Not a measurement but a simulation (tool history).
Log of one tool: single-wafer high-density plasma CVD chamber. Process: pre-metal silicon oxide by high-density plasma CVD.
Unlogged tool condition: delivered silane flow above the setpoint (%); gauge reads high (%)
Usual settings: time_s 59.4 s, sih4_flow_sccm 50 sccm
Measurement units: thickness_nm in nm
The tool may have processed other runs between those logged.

| run | hour | time_s | sih4_flow_sccm | wafers since the last listed run | hours since the silane flow controller was replaced | hours since the gauge calibration | read-back reference wafer on the same gauge, thickness_nm | thickness_nm |
|---|---|---|---|---|---|---|---|---|
| 1 | 0 | 59.4 | 50 | 0 | 1205.1 | 473.4 | 354.72 | 313.711 |
| 2 | 19.7 | 59.4 | 50 | 447 | 1224.8 | 493.1 | 353.989 | 310.268 |
| 3 | 48.1 | 59.4 | 50 | 644 | 1253.2 | 521.5 | 353.32 | 310.777 |
| 4 | 60.9 | 59.4 | 50 | 290 | 1266 | 534.3 | 353.87 | 311.814 |
| 5 | 85.9 | 59.4 | 50 | 567 | 1291 | 559.3 | 353.896 | 309.73 |
| 6 | 113.1 | 59.4 | 50 | 617 | 1318.2 | 586.5 | 353.396 | 307.67 |
| 7 | 140.3 | 59.4 | 57 | 617 | 1345.4 | 613.7 | 352.734 | 349.99 |
| 8 | 159.5 | 59.4 | 57 | 435 | 1364.6 | 632.9 | 353.509 | 346.466 |
| 9 | 173.7 | 59.4 | 50 | 322 | 1378.8 | 647.1 | 352.857 | 309.98 |
| 10 | 209.1 | 59.4 | 50 | 803 | 1414.2 | 682.5 | 352.83 | 307.862 |
| 11 | 239.2 | 59.4 | 50 | 683 | 1444.3 | 712.6 | 352.355 | 309.378 |
| 12 | 260.6 | 52.8 | 50 | 485 | 1465.7 | 734 | 352.589 | 274.352 |
| 13 | 294.4 | 52.8 | 50 | 767 | 1499.5 | 767.8 | 352.323 | 274.771 |
| 14 | 312.8 | 59.4 | 56 | 417 | 1517.9 | 786.2 | 352.416 | 343.375 |
|  | 318.4 | gauge calibrated |
| 15 | 340.8 | 59.4 | 56 | 635 | 1545.9 | 22.4 | 365.214 | 358.621 |
| 16 | 357.3 | 59.4 | 50 | 374 | 1562.4 | 38.9 | 364.778 | 321.636 |
| 17 | 371.9 | 49.3 | 45 | 331 | 1577 | 53.5 | 363.983 | 242.274 |
| 18 | 389.7 | 59.4 | 57 | 403 | 1594.8 | 71.3 | 363.955 | 359.959 |
| 19 | 410.3 | 59.4 | 50 | 467 | 1615.4 | 91.9 | 362.947 | 321.621 |
| 20 | 432.8 | 65.6 | 59 | 510 | 1637.9 | 114.4 | 362.579 | 406.031 |
| 21 | 461.2 | 50.8 | 40 | 644 | 1666.3 | 142.8 | 361.104 | 222.097 |
| 22 | 492.8 | 65.6 | 59 | 717 | 1697.9 | 174.4 | 360.056 | 405.843 |
| 23 | 513.7 | 67.3 | 55 | 474 | 1718.8 | 195.3 | 359.904 | 388.536 |
| 24 | 538.6 | 67.3 | 53 | 565 | 1743.7 | 220.2 | 359.198 | 378.401 |
|  | 555.7 | silane flow controller replaced |
| 25 | 627 | 69.8 | 41 | 1824 | 71.3 | 308.6 | 357.668 | 312.756 |
| 26 | 656.2 | 62.7 | 54 | 662 | 100.5 | 337.8 | 357.355 | 353.841 |
| 27 | 708.7 | 59.4 | 42 | 1191 | 153 | 390.3 | 356.86 | 268.876 |
| 28 | 740.4 | 48.9 | 56 | 719 | 184.7 | 422 | 356.369 | 281.407 |
| 29 | 774.6 | 62.7 | 55 | 776 | 218.9 | 456.2 | 355.972 | 360.444 |
| 30 | 804 | 59.4 | 46 | 667 | 248.3 | 485.6 | 355.346 | 289.978 |
| 31 | 830.4 | 63.7 | 50 | 599 | 274.7 | 512 | 354.932 | 335.605 |

Alternative continuations, all from the tool just after run 31; predict every row:
| A | 830.8 | 59.4 | 50 | 9 | 275.1 | 512.4 | ? | ? |
| B | 830.8 | 50.7 | 41 | 9 | 275.1 | 512.4 | ? | ? |
| C | 830.8 | 62.5 | 53 | 9 | 275.1 | 512.4 | ? | ? |
| D | 830.8 | 71.2 | 45 | 9 | 275.1 | 512.4 | ? | ? |
| E | 830.8 | 62.7 | 44 | 9 | 275.1 | 512.4 | ? | ? |

| run | read-back reference wafer on the same gauge, thickness_nm | thickness_nm |
|---|---|---|
| A | 354.84 | 309.987 |
| B | 354.84 | 222.846 |
| C | 354.84 | 343.316 |
| D | 354.84 | 339.003 |
| E | 354.84 | 292.797 |
Had the tool no hidden state, the same runs would have come out as:
| run | thickness_nm |
|---|---|
| A | 319.309 |
| B | 229.548 |
| C | 353.64 |
| D | 349.197 |
| E | 301.602 |

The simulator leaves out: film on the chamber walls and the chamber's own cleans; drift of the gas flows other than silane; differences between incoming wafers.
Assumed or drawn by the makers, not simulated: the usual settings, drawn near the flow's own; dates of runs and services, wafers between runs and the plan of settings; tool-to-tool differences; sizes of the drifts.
